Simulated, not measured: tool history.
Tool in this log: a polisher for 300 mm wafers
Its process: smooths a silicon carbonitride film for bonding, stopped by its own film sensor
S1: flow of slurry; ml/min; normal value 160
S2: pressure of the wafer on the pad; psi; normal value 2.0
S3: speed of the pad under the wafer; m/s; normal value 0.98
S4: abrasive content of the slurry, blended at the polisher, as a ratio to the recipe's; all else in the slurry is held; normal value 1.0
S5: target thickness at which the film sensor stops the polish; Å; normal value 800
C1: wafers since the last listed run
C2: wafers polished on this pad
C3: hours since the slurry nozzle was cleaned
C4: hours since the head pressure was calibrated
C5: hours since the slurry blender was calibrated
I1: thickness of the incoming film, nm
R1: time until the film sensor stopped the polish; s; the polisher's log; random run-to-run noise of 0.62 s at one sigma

{"run": 1, "day": 0.0, "S1": 160, "S2": 2.0, "S3": 0.98, "S4": 1.0, "S5": 800, "C1": 0, "C2": 156, "C3": 354.7, "C4": 1455.4, "C5": 191.2, "I1": 100.4, "R1": 74.8}
{"run": 2, "day": 0.321, "S1": 160, "S2": 2.0, "S3": 0.98, "S4": 1.0, "S5": 800, "C1": 70, "C2": 226, "C3": 362.4, "C4": 1463.1, "C5": 198.9, "I1": 100.8, "R1": 76.9}
{"run": 3, "day": 1.012, "S1": 195, "S2": 2.0, "S3": 0.98, "S4": 1.0, "S5": 800, "C1": 150, "C2": 377, "C3": 379.0, "C4": 1479.7, "C5": 215.5, "I1": 100.4, "R1": 73.5}
{"run": 4, "day": 1.583, "S1": 195, "S2": 2.0, "S3": 0.98, "S4": 1.0, "S5": 800, "C1": 124, "C2": 502, "C3": 392.7, "C4": 1493.4, "C5": 229.2, "I1": 100.1, "R1": 71.1}
{"run": 5, "day": 1.975, "S1": 195, "S2": 2.0, "S3": 0.98, "S4": 1.0, "S5": 800, "C1": 85, "C2": 588, "C3": 402.1, "C4": 1502.8, "C5": 238.6, "I1": 98.9, "R1": 67.7}
{"run": 6, "day": 2.588, "S1": 160, "S2": 2.0, "S3": 0.98, "S4": 1.0, "S5": 800, "C1": 133, "C2": 721, "C3": 416.8, "C4": 1517.5, "C5": 253.3, "I1": 98.7, "R1": 70.0}
{"run": 7, "day": 3.075, "S1": 160, "S2": 1.9, "S3": 0.76, "S4": 1.0, "S5": 800, "C1": 106, "C2": 828, "C3": 428.5, "C4": 1529.2, "C5": 265.0, "I1": 101.1, "R1": 94.1}
{"run": 8, "day": 3.642, "S1": 160, "S2": 1.9, "S3": 0.76, "S4": 1.0, "S5": 800, "C1": 123, "C2": 951, "C3": 442.1, "C4": 1542.8, "C5": 278.6, "I1": 99.6, "R1": 86.5}
{"run": 9, "day": 4.304, "S1": 160, "S2": 1.9, "S3": 0.76, "S4": 1.0, "S5": 800, "C1": 144, "C2": 1096, "C3": 458.0, "C4": 1558.7, "C5": 294.5, "I1": 100.8, "R1": 92.9}
{"day": 4.829, "done": "worn pad replaced by a new one, of another model than before"}
{"run": 10, "day": 4.85, "S1": 150, "S2": 1.7, "S3": 0.98, "S4": 1.0, "S5": 800, "C1": 82, "C2": 4, "C3": 471.1, "C4": 1571.8, "C5": 307.6, "I1": 98.7, "R1": 79.4}
{"run": 11, "day": 5.042, "S1": 160, "S2": 2.0, "S3": 0.88, "S4": 1.0, "S5": 800, "C1": 41, "C2": 46, "C3": 475.7, "C4": 1576.4, "C5": 312.2, "I1": 100.8, "R1": 89.4}
{"run": 12, "day": 5.75, "S1": 160, "S2": 2.0, "S3": 0.88, "S4": 1.0, "S5": 800, "C1": 154, "C2": 200, "C3": 492.7, "C4": 1593.4, "C5": 329.2, "I1": 99.1, "R1": 81.3}
{"day": 6.083, "done": "head pressure recalibrated"}
{"run": 13, "day": 6.242, "S1": 160, "S2": 2.0, "S3": 0.88, "S4": 1.0, "S5": 800, "C1": 89, "C2": 289, "C3": 504.5, "C4": 3.8, "C5": 341.0, "I1": 99.2, "R1": 84.7}
{"run": 14, "day": 6.558, "S1": 160, "S2": 2.0, "S3": 0.98, "S4": 1.0, "S5": 800, "C1": 69, "C2": 359, "C3": 512.1, "C4": 11.4, "C5": 348.6, "I1": 100.8, "R1": 83.3}
{"run": 15, "day": 7.288, "S1": 115, "S2": 2.0, "S3": 0.98, "S4": 1.0, "S5": 840, "C1": 159, "C2": 518, "C3": 529.6, "C4": 28.9, "C5": 366.1, "I1": 102.2, "R1": 88.6}
{"day": 7.475, "done": "slurry blender recalibrated"}
{"day": 7.821, "done": "slurry nozzle cleaned"}
{"run": 16, "day": 8.033, "S1": 210, "S2": 2.0, "S3": 0.7, "S4": 1.0, "S5": 800, "C1": 135, "C2": 653, "C3": 5.1, "C4": 46.8, "C5": 13.4, "I1": 100.4, "R1": 93.3}
{"run": 17, "day": 8.704, "S1": 105, "S2": 2.0, "S3": 1.3, "S4": 1.1, "S5": 870, "C1": 146, "C2": 800, "C3": 21.2, "C4": 62.9, "C5": 29.5, "I1": 99.7, "R1": 42.0}
{"day": 9.371, "done": "worn pad replaced by a new one"}
{"run": 18, "day": 9.392, "S1": 185, "S2": 1.8, "S3": 1.18, "S4": 0.9, "S5": 800, "C1": 113, "C2": 4, "C3": 37.7, "C4": 79.4, "C5": 46.0, "I1": 98.9, "R1": 60.9}
{"run": 19, "day": 11.025, "S1": 160, "S2": 2.0, "S3": 0.98, "S4": 1.0, "S5": 750, "C1": 356, "C2": 361, "C3": 76.9, "C4": 118.6, "C5": 85.2, "I1": 101.8, "R1": 96.4}
{"run": 20, "day": 11.6, "S1": 215, "S2": 2.4, "S3": 0.98, "S4": 0.8, "S5": 760, "C1": 125, "C2": 486, "C3": 90.7, "C4": 132.4, "C5": 99.0, "I1": 99.0, "R1": 80.4}
{"run": 21, "day": 12.183, "S1": 160, "S2": 2.0, "S3": 0.8, "S4": 1.0, "S5": 800, "C1": 127, "C2": 613, "C3": 104.7, "C4": 146.4, "C5": 113.0, "I1": 101.0, "R1": 90.9}
{"run": 22, "day": 12.488, "S1": 160, "S2": 1.5, "S3": 0.66, "S4": 0.7, "S5": 830, "C1": 66, "C2": 680, "C3": 112.0, "C4": 153.7, "C5": 120.3, "I1": 98.8, "R1": 104.3}
{"run": 23, "day": 13.025, "S1": 160, "S2": 2.0, "S3": 0.88, "S4": 1.0, "S5": 800, "C1": 117, "C2": 797, "C3": 124.9, "C4": 166.6, "C5": 133.2, "I1": 100.0, "R1": 79.1}
{"run": 24, "day": 13.683, "S1": 185, "S2": 2.0, "S3": 1.26, "S4": 1.0, "S5": 800, "C1": 143, "C2": 941, "C3": 140.7, "C4": 182.4, "C5": 149.0, "I1": 98.9, "R1": 54.3}

Predict the results of run 25:
{"run": 25, "day": 14.221, "S1": 160, "S2": 2.0, "S3": 1.08, "S4": 1.1, "S5": 800, "C1": 117, "C2": 1058, "C3": 153.6, "C4": 195.3, "C5": 161.9, "I1": 100.2, "R1": "?"}

R1: 64.6 s
Minus the tool's unlogged condition, the same run would have read R1 63.8 s.
